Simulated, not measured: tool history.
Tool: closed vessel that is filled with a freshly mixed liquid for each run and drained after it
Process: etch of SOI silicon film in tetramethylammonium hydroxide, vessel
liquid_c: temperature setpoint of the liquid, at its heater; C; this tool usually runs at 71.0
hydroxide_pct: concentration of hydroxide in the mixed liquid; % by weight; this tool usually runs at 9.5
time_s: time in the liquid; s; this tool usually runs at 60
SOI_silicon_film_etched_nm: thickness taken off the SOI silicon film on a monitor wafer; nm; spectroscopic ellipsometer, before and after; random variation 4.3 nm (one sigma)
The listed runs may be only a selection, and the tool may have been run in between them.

run   hour  liquid_c  hydroxide_pct  time_s  wafers since the last listed run  hours since the thermometer was replaced  hours since the hydroxide flow meter was replaced  hours since the gauge calibration  read-back film thickness of the SOI silicon film reference wafer, read on the same gauge (nm)  SOI_silicon_film_etched_nm
  1    0.0      71.0            9.5      60                                 0                                    1844.0                                             2285.9                              265.3                                                                                          79.98                      513.81
  2   31.0      71.0            9.5      60                              2763                                    1875.0                                             2316.9                              296.3                                                                                          79.99                      511.27
  3   61.6      71.0            9.5      60                              2728                                    1905.6                                             2347.5                              326.9                                                                                          79.99                      509.06
  4   83.5      71.0            9.5      60                              1952                                    1927.5                                             2369.4                              348.8                                                                                          80.00                      510.70
  5   97.4      71.0            9.5      60                              1239                                    1941.4                                             2383.3                              362.7                                                                                          79.99                      518.74
  6  132.0      69.0           10.0      60                              3084                                    1976.0                                             2417.9                              397.3                                                                                          80.03                      451.37
     142.1  -- thermometer replaced
     144.6  -- hydroxide flow meter replaced
  7  154.0      69.0           10.0      60                              1783                                      11.9                                                9.4                              419.3                                                                                          80.01                      479.99
  8  171.4      71.0            9.5      60                              1551                                      29.3                                               26.8                              436.7                                                                                          80.00                      547.92
  9  202.5      71.0            9.5      60                              2772                                      60.4                                               57.9                              467.8                                                                                          80.02                      542.95
 10  221.7      71.0            9.5      60                              1711                                      79.6                                               77.1                              487.0                                                                                          80.00                      541.74
 11  234.0      71.0            9.5      60                              1096                                      91.9                                               89.4                              499.3                                                                                          80.04                      546.66
 12  261.8      71.0            9.5      60                              2478                                     119.7                                              117.2                              527.1                                                                                          80.02                      550.22
 13  275.0      71.0            9.5      60                              1176                                     132.9                                              130.4                              540.3                                                                                          80.00                      546.44
 14  341.3      71.0            9.5      35                              5911                                     199.2                                              196.7                              606.6                                                                                          79.99                      325.25
 15  365.9      71.0            9.5      60                              2193                                     223.8                                              221.3                              631.2                                                                                          79.97                      552.42
 16  400.8      77.5           11.0      70                              3111                                     258.7                                              256.2                              666.1                                                                                          80.03                      885.59
     403.0  -- thermometer replaced, repeated, since the last time left the tool worse
 17  432.0      71.0            9.5      80                              2692                                      29.0                                              287.4                              697.3                                                                                          79.99                      627.52
 18  458.4      66.0           11.5      60                              2353                                      55.4                                              313.8                              723.7                                                                                          80.02                      318.67
 19  479.2      71.0            9.5      60                              1854                                      76.2                                              334.6                              744.5                                                                                          80.03                      472.98
 20  496.4      74.5            7.0      60                              1533                                      93.4                                              351.8                              761.7                                                                                          79.98                      642.15
 21  512.3      71.0            9.5      90                              1417                                     109.3                                              367.7                              777.6                                                                                          79.98                      701.89

Run 22 is up next; what results do you expect?
 22  539.3      64.5           12.0      45                              2407                                     136.3                                              394.7                              804.6                                                                                              ?                           ?

Logged for run 22: read-back film thickness of the SOI silicon film reference wafer, read on the same gauge (nm) 79.99, SOI_silicon_film_etched_nm 220.72 nm.
Had the tool carried no hidden state, the very same run would have given SOI_silicon_film_etched_nm 218.32 nm.
